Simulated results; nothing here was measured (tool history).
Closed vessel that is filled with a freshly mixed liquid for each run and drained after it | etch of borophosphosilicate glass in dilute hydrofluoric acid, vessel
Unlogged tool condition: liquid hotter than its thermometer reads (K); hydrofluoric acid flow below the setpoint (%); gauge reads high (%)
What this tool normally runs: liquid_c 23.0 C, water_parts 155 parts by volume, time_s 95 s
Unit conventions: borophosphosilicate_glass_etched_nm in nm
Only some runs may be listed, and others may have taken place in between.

| run | hour | liquid_c | water_parts | time_s | wafers since the last listed run | hours since the thermometer was replaced | hours since the hydrofluoric acid flow meter was replaced | hours since the gauge calibration | read-back film thickness of the borophosphosilicate glass reference wafer, read on the same gauge (nm) | borophosphosilicate_glass_etched_nm |
|---|---|---|---|---|---|---|---|---|---|---|
| 1 | 0.0 | 23.0 | 155 | 95 | 0 | 1965.4 | 362.0 | 74.0 | 80.01 | 26.43 |
| 2 | 28.2 | 23.0 | 155 | 95 | 3517 | 1993.6 | 390.2 | 102.2 | 80.02 | 26.53 |
| 3 | 67.1 | 23.0 | 155 | 95 | 4852 | 2032.5 | 429.1 | 141.1 | 79.99 | 26.58 |
| 4 | 118.6 | 23.0 | 155 | 95 | 6423 | 2084.0 | 480.6 | 192.6 | 80.04 | 26.47 |
| 5 | 149.1 | 23.0 | 155 | 95 | 3804 | 2114.5 | 511.1 | 223.1 | 80.01 | 26.51 |
|  | 151.7 | hydrofluoric acid flow meter replaced |
| 6 | 197.5 | 23.0 | 155 | 95 | 5912 | 2162.9 | 45.8 | 271.5 | 80.03 | 26.49 |
| 7 | 245.7 | 23.0 | 155 | 95 | 6012 | 2211.1 | 94.0 | 319.7 | 80.02 | 26.57 |
| 8 | 311.1 | 23.0 | 200 | 95 | 8157 | 2276.5 | 159.4 | 385.1 | 79.98 | 19.64 |
| 9 | 338.6 | 23.0 | 200 | 95 | 3430 | 2304.0 | 186.9 | 412.6 | 80.02 | 19.62 |
| 10 | 386.3 | 23.0 | 215 | 95 | 5949 | 2351.7 | 234.6 | 460.3 | 79.97 | 17.96 |
| 11 | 449.3 | 23.0 | 215 | 95 | 7858 | 2414.7 | 297.6 | 523.3 | 80.01 | 18.00 |
| 12 | 508.6 | 23.0 | 155 | 105 | 7396 | 2474.0 | 356.9 | 582.6 | 80.00 | 29.52 |
| 13 | 545.7 | 23.0 | 155 | 105 | 4627 | 2511.1 | 394.0 | 619.7 | 79.94 | 29.60 |
| 14 | 597.3 | 23.0 | 155 | 110 | 6436 | 2562.7 | 445.6 | 671.3 | 80.00 | 30.69 |
| 15 | 648.2 | 23.0 | 155 | 110 | 6349 | 2613.6 | 496.5 | 722.2 | 79.98 | 31.14 |
|  | 659.2 | hydrofluoric acid flow meter replaced |
| 16 | 699.5 | 18.5 | 155 | 135 | 6274 | 2664.9 | 40.3 | 773.5 | 79.98 | 31.98 |
| 17 | 737.1 | 23.0 | 155 | 95 | 4690 | 2702.5 | 77.9 | 811.1 | 80.01 | 26.97 |
| 18 | 776.5 | 21.0 | 155 | 95 | 4914 | 2741.9 | 117.3 | 850.5 | 80.00 | 24.92 |
| 19 | 822.5 | 19.5 | 225 | 95 | 5737 | 2787.9 | 163.3 | 896.5 | 80.01 | 14.98 |
| 20 | 862.0 | 23.0 | 155 | 140 | 4927 | 2827.4 | 202.8 | 936.0 | 80.02 | 39.48 |
| 21 | 911.5 | 23.0 | 220 | 70 | 6174 | 2876.9 | 252.3 | 985.5 | 80.00 | 12.94 |
| 22 | 942.7 | 23.0 | 155 | 105 | 3891 | 2908.1 | 283.5 | 1016.7 | 80.01 | 29.71 |
| 23 | 973.4 | 25.0 | 115 | 50 | 3829 | 2938.8 | 314.2 | 1047.4 | 80.02 | 21.62 |
|  | 1031.6 | thermometer replaced |
| 24 | 1036.0 | 23.0 | 115 | 95 | 7683 | 4.4 | 376.8 | 1110.0 | 80.00 | 36.41 |
| 25 | 1075.6 | 21.0 | 110 | 95 | 4939 | 44.0 | 416.4 | 1149.6 | 80.00 | 35.15 |
|  | 1097.2 | hydrofluoric acid flow meter replaced |
|  | 1102.6 | gauge calibrated |
| 26 | 1126.1 | 23.0 | 155 | 140 | 6174 | 94.5 | 28.9 | 23.5 | 80.01 | 37.70 |
| 27 | 1176.2 | 23.0 | 215 | 135 | 6249 | 144.6 | 79.0 | 73.6 | 80.05 | 24.59 |
| 28 | 1236.5 | 23.0 | 155 | 70 | 7521 | 204.9 | 139.3 | 133.9 | 80.03 | 18.94 |
| 29 | 1298.4 | 23.0 | 155 | 95 | 7721 | 266.8 | 201.2 | 195.8 | 79.98 | 25.77 |
| 30 | 1361.9 | 23.0 | 195 | 45 | 7920 | 330.3 | 264.7 | 259.3 | 80.01 | 9.24 |
| 31 | 1406.0 | 27.0 | 110 | 135 | 5500 | 374.4 | 308.8 | 303.4 | 79.95 | 63.59 |

What differs in the tool's unlogged condition from the final listed run ahead of each entry between runs to the first listed run following it?
After run 5, before run 6: hydrofluoric acid flow meter replaced (hour 151.7)
  liquid hotter than its thermometer reads (K): 0.919 -> 0.937
  measured minus no-state result, borophosphosilicate_glass_etched_nm: +0.91 -> +0.94 nm
After run 15, before run 16: hydrofluoric acid flow meter replaced (hour 659.2)
  liquid hotter than its thermometer reads (K): 1.1 -> 1.12
  measured minus no-state result, borophosphosilicate_glass_etched_nm: +1.28 -> +1.40 nm
After run 23, before run 24: thermometer replaced (hour 1031.6)
  liquid hotter than its thermometer reads (K): 1.22 -> 0.00787
  measured minus no-state result, borophosphosilicate_glass_etched_nm: +0.99 -> +0.01 nm
After run 25, before run 26: hydrofluoric acid flow meter replaced (hour 1097.2); gauge calibrated (hour 1102.6)
  liquid hotter than its thermometer reads (K): 0.0225 -> 0.0411
  measured minus no-state result, borophosphosilicate_glass_etched_nm: +0.03 -> +0.06 nm
